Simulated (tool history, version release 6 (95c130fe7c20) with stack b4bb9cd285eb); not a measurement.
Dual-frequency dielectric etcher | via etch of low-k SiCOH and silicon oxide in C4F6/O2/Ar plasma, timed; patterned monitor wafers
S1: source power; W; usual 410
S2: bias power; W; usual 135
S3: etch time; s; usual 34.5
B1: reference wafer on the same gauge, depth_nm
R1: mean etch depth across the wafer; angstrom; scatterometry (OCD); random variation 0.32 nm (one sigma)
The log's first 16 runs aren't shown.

run,hour,S1,S2,S3,B1,R1
17,1211.0,340,107,38.5,65.6,551
# hour 1216.9: source power generator calibrated
18,1252.4,460,103,41.0,65.6,684
# hour 1304.3: wet clean of the chamber
19,1324.7,320,119,26.5,65.6,389
20,1392.1,410,135,34.5,65.7,612
21,1468.5,450,154,34.5,65.7,677
22,1520.2,410,135,31.0,65.4,552
23,1568.4,320,103,24.5,65.6,335
24,1623.7,410,151,40.0,65.5,731
25,1712.1,490,144,40.0,65.7,796
26,1777.9,310,109,34.5,65.6,459
27,1881.3,480,135,34.5,65.7,656
28,1958.1,510,135,25.5,65.7,496
# hour 2012.4: wet clean of the chamber
29,2012.9,410,125,29.5,65.7,512
30,2111.3,410,135,26.0,65.7,464

3 ways to go on from here, each from the tool as it stands after run 30. What would each give?
A,2111.7,410,135,25.5,?,?
B,2111.7,500,135,34.5,?,?
C,2111.7,410,135,42.5,?,?

run,B1,R1
A,65.6,457
B,65.6,696
C,65.6,761
Without the tool's hidden state the same runs would have given:
run,R1
A,462
B,705
C,770

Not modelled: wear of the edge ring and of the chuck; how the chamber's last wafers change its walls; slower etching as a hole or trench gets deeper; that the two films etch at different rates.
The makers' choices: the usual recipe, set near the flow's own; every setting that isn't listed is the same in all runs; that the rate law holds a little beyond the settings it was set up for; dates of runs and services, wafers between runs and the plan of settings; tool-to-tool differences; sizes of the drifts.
